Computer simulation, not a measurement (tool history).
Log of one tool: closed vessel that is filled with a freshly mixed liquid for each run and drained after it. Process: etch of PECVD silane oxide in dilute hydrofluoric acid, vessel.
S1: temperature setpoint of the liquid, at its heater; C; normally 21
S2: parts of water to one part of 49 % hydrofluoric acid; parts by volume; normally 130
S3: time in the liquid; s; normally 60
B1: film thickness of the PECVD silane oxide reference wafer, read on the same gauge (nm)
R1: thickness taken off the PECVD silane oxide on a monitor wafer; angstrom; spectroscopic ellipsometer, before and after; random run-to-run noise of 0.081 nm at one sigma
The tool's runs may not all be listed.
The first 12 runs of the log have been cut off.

run,hour,S1,S2,S3,B1,R1
# hour 553.7: gauge calibrated
13,556.4,21,130,60,39.99,135.6
14,588.9,23.5,130,60,40.02,148.1
# hour 629.7: hydrofluoric acid flow meter replaced
15,633.6,21,130,60,39.99,126.2
16,663.1,23,130,40,39.98,92.4
17,705.7,21,130,70,39.98,146.6
18,744.4,23.5,75,50,40.02,219.6
# hour 758.5: thermometer replaced
19,780.6,17,130,60,39.98,111.4
20,851.6,22.5,130,35,40,80.9
21,884.6,18.5,130,60,40,117.7
22,955.8,23,80,50,40,208.7
23,989,21,130,60,40,135.2
# hour 1014: hydrofluoric acid flow meter replaced
24,1047.4,21,150,30,40.03,53.9
25,1100.6,25,105,90,40.03,284.4
26,1151.8,21,130,60,40.03,128.5
27,1201.2,19,115,30,39.99,69.1
28,1258.1,21,130,60,40,132.5
29,1321.5,17.5,190,95,40.01,120.5
30,1350.8,24.5,155,45,40,95.3
31,1396.4,22.5,130,60,40,143.8

Below are 4 alternative next runs, each starting from the tool's condition after run 31. Predict each:
A,1397.1,21,80,60,?,?
B,1397.1,18,165,75,?,?
C,1397.1,21,130,35,?,?
D,1397.1,21,100,35,?,?

run,B1,R1
A,40.01,235.3
B,40.01,115.8
C,40.01,80.1
D,40.01,107.5
The same runs, with their run-to-run variation unchanged, on a tool lacking any hidden condition would have given:
run,R1
A,215.9
B,105.8
C,73.2
D,98.5

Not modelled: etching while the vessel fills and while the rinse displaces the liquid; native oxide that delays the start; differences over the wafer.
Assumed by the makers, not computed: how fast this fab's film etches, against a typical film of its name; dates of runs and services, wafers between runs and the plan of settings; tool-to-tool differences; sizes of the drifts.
